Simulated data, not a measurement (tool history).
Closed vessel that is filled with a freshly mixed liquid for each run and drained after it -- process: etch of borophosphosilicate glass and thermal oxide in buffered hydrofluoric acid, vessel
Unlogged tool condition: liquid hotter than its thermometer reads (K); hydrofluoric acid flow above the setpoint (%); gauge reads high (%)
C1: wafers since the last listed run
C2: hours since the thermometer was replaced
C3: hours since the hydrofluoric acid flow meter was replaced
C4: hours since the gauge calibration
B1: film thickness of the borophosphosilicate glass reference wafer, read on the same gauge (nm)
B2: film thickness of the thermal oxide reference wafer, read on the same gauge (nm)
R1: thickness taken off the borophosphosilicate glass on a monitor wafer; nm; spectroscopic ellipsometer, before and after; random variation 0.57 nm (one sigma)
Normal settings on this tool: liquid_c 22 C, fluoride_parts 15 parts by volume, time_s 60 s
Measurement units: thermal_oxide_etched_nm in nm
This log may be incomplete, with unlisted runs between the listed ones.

{"run": 1, "hour": 0.0, "liquid_c": 22, "fluoride_parts": 15, "time_s": 60, "C1": 0, "C2": 2474, "C3": 2133.1, "C4": 641.8, "B1": 40.86, "B2": 71.47, "R1": 92.92, "thermal_oxide_etched_nm": 40.75}
{"run": 2, "hour": 27.0, "liquid_c": 22, "fluoride_parts": 15, "time_s": 75, "C1": 3880, "C2": 2501, "C3": 2160.1, "C4": 668.8, "B1": 40.88, "B2": 71.55, "R1": 116.16, "thermal_oxide_etched_nm": 50.71}
{"run": 3, "hour": 61.4, "liquid_c": 22, "fluoride_parts": 15, "time_s": 75, "C1": 4943, "C2": 2535.4, "C3": 2194.5, "C4": 703.2, "B1": 40.95, "B2": 71.62, "R1": 116.4, "thermal_oxide_etched_nm": 50.71}
{"run": 4, "hour": 74.3, "liquid_c": 22, "fluoride_parts": 15, "time_s": 75, "C1": 1853, "C2": 2548.3, "C3": 2207.4, "C4": 716.1, "B1": 40.92, "B2": 71.64, "R1": 115.97, "thermal_oxide_etched_nm": 50.36}
{"run": 5, "hour": 92.2, "liquid_c": 22, "fluoride_parts": 15, "time_s": 35, "C1": 2572, "C2": 2566.2, "C3": 2225.3, "C4": 734, "B1": 40.97, "B2": 71.69, "R1": 54.36, "thermal_oxide_etched_nm": 23.85}
{"run": 6, "hour": 117.7, "liquid_c": 20, "fluoride_parts": 15, "time_s": 60, "C1": 3664, "C2": 2591.7, "C3": 2250.8, "C4": 759.5, "B1": 41.01, "B2": 71.74, "R1": 83.79, "thermal_oxide_etched_nm": 36.59}
{"run": 7, "hour": 141.8, "liquid_c": 22, "fluoride_parts": 9.5, "time_s": 60, "C1": 3463, "C2": 2615.8, "C3": 2274.9, "C4": 783.6, "B1": 41.01, "B2": 71.81, "R1": 143.6, "thermal_oxide_etched_nm": 62.66}
{"run": 8, "hour": 175.5, "liquid_c": 23.5, "fluoride_parts": 15, "time_s": 30, "C1": 4843, "C2": 2649.5, "C3": 2308.6, "C4": 817.3, "B1": 41.12, "B2": 71.88, "R1": 50.25, "thermal_oxide_etched_nm": 22.32}
{"hour": 182.9, "done": "hydrofluoric acid flow meter replaced"}
{"run": 9, "hour": 202.1, "liquid_c": 19, "fluoride_parts": 20.5, "time_s": 30, "C1": 3679, "C2": 2676.1, "C3": 19.2, "C4": 843.9, "B1": 41.18, "B2": 71.94, "R1": 29.62, "thermal_oxide_etched_nm": 12.83}
{"run": 10, "hour": 236.3, "liquid_c": 22, "fluoride_parts": 15, "time_s": 75, "C1": 4915, "C2": 2710.3, "C3": 53.4, "C4": 878.1, "B1": 41.16, "B2": 72.02, "R1": 117.22, "thermal_oxide_etched_nm": 50.85}
{"run": 11, "hour": 261.5, "liquid_c": 22, "fluoride_parts": 15, "time_s": 75, "C1": 3621, "C2": 2735.5, "C3": 78.6, "C4": 903.3, "B1": 41.23, "B2": 72.12, "R1": 118.28, "thermal_oxide_etched_nm": 51.55}
{"run": 12, "hour": 293.8, "liquid_c": 24, "fluoride_parts": 20.5, "time_s": 75, "C1": 4641, "C2": 2767.8, "C3": 110.9, "C4": 935.6, "B1": 41.24, "B2": 72.15, "R1": 97.08, "thermal_oxide_etched_nm": 42.15}
{"run": 13, "hour": 328.2, "liquid_c": 25, "fluoride_parts": 12.5, "time_s": 60, "C1": 4943, "C2": 2802.2, "C3": 145.3, "C4": 970, "B1": 41.31, "B2": 72.23, "R1": 130.99, "thermal_oxide_etched_nm": 57.26}
{"hour": 355.3, "done": "thermometer replaced"}
{"run": 14, "hour": 358.6, "liquid_c": 27, "fluoride_parts": 11.5, "time_s": 45, "C1": 4225, "C2": 3.3, "C3": 175.7, "C4": 1000.4, "B1": 41.34, "B2": 72.32, "R1": 120.37, "thermal_oxide_etched_nm": 52.43}
{"run": 15, "hour": 381.0, "liquid_c": 18.5, "fluoride_parts": 15, "time_s": 60, "C1": 3219, "C2": 25.7, "C3": 198.1, "C4": 1022.8, "B1": 41.35, "B2": 72.37, "R1": 76.67, "thermal_oxide_etched_nm": 33.36}
{"run": 16, "hour": 410.7, "liquid_c": 22, "fluoride_parts": 13, "time_s": 60, "C1": 4268, "C2": 55.4, "C3": 227.8, "C4": 1052.5, "B1": 41.4, "B2": 72.46, "R1": 109.34, "thermal_oxide_etched_nm": 47.55}
{"run": 17, "hour": 444.3, "liquid_c": 22, "fluoride_parts": 19.5, "time_s": 60, "C1": 4828, "C2": 89, "C3": 261.4, "C4": 1086.1, "B1": 41.45, "B2": 72.53, "R1": 71.83, "thermal_oxide_etched_nm": 31.77}
{"hour": 458.4, "done": "gauge calibrated"}
{"run": 18, "hour": 548.4, "liquid_c": 22, "fluoride_parts": 10, "time_s": 40, "C1": 14960, "C2": 193.1, "C3": 365.5, "C4": 90, "B1": 40.16, "B2": 70.29, "R1": 91.73, "thermal_oxide_etched_nm": 39.39}
{"run": 19, "hour": 562.6, "liquid_c": 18.5, "fluoride_parts": 10, "time_s": 50, "C1": 2040, "C2": 207.3, "C3": 379.7, "C4": 104.2, "B1": 40.19, "B2": 70.31, "R1": 93.44, "thermal_oxide_etched_nm": 40.72}
{"run": 20, "hour": 595.2, "liquid_c": 22, "fluoride_parts": 15, "time_s": 60, "C1": 4685, "C2": 239.9, "C3": 412.3, "C4": 136.8, "B1": 40.17, "B2": 70.39, "R1": 90.53, "thermal_oxide_etched_nm": 39.7}
{"run": 21, "hour": 618.8, "liquid_c": 22, "fluoride_parts": 15, "time_s": 60, "C1": 3391, "C2": 263.5, "C3": 435.9, "C4": 160.4, "B1": 40.27, "B2": 70.45, "R1": 90.88, "thermal_oxide_etched_nm": 39.96}
{"run": 22, "hour": 643.7, "liquid_c": 24.5, "fluoride_parts": 19.5, "time_s": 40, "C1": 3578, "C2": 288.4, "C3": 460.8, "C4": 185.3, "B1": 40.28, "B2": 70.5, "R1": 53.7, "thermal_oxide_etched_nm": 23.78}
{"run": 23, "hour": 664.8, "liquid_c": 22, "fluoride_parts": 10, "time_s": 40, "C1": 3032, "C2": 309.5, "C3": 481.9, "C4": 206.4, "B1": 40.32, "B2": 70.55, "R1": 90.7, "thermal_oxide_etched_nm": 40.35}
{"run": 24, "hour": 699.2, "liquid_c": 22, "fluoride_parts": 15, "time_s": 60, "C1": 4943, "C2": 343.9, "C3": 516.3, "C4": 240.8, "B1": 40.34, "B2": 70.62, "R1": 91.3, "thermal_oxide_etched_nm": 39.47}

Forecast each of these 5 alternatives for the next run:
{"run": "A", "hour": 699.9, "liquid_c": 22, "fluoride_parts": 15, "time_s": 60, "C1": 100, "C2": 344.6, "C3": 517, "C4": 241.5, "B1": "?", "B2": "?", "R1": "?", "thermal_oxide_etched_nm": "?"}
{"run": "B", "hour": 699.9, "liquid_c": 25, "fluoride_parts": 18.5, "time_s": 30, "C1": 100, "C2": 344.6, "C3": 517, "C4": 241.5, "B1": "?", "B2": "?", "R1": "?", "thermal_oxide_etched_nm": "?"}
{"run": "C", "hour": 699.9, "liquid_c": 22, "fluoride_parts": 18, "time_s": 60, "C1": 100, "C2": 344.6, "C3": 517, "C4": 241.5, "B1": "?", "B2": "?", "R1": "?", "thermal_oxide_etched_nm": "?"}
{"run": "D", "hour": 699.9, "liquid_c": 26.5, "fluoride_parts": 17.5, "time_s": 75, "C1": 100, "C2": 344.6, "C3": 517, "C4": 241.5, "B1": "?", "B2": "?", "R1": "?", "thermal_oxide_etched_nm": "?"}
{"run": "E", "hour": 699.9, "liquid_c": 24, "fluoride_parts": 15, "time_s": 60, "C1": 100, "C2": 344.6, "C3": 517, "C4": 241.5, "B1": "?", "B2": "?", "R1": "?", "thermal_oxide_etched_nm": "?"}

run=A B1=40.35 B2=70.63 R1=91.69 thermal_oxide_etched_nm=40.37
run=B B1=40.35 B2=70.63 R1=43.85 thermal_oxide_etched_nm=19.36
run=C B1=40.35 B2=70.63 R1=76.56 thermal_oxide_etched_nm=33.74
run=D B1=40.35 B2=70.63 R1=125.51 thermal_oxide_etched_nm=55.44
run=E B1=40.35 B2=70.63 R1=102.23 thermal_oxide_etched_nm=45.07
The same runs, with their run-to-run variation unchanged, on a tool lacking any hidden condition would have given:
run=A R1=90.87 thermal_oxide_etched_nm=40.01
run=B R1=43.46 thermal_oxide_etched_nm=19.18
run=C R1=75.88 thermal_oxide_etched_nm=33.44
run=D R1=124.39 thermal_oxide_etched_nm=54.94
run=E R1=101.31 thermal_oxide_etched_nm=44.66

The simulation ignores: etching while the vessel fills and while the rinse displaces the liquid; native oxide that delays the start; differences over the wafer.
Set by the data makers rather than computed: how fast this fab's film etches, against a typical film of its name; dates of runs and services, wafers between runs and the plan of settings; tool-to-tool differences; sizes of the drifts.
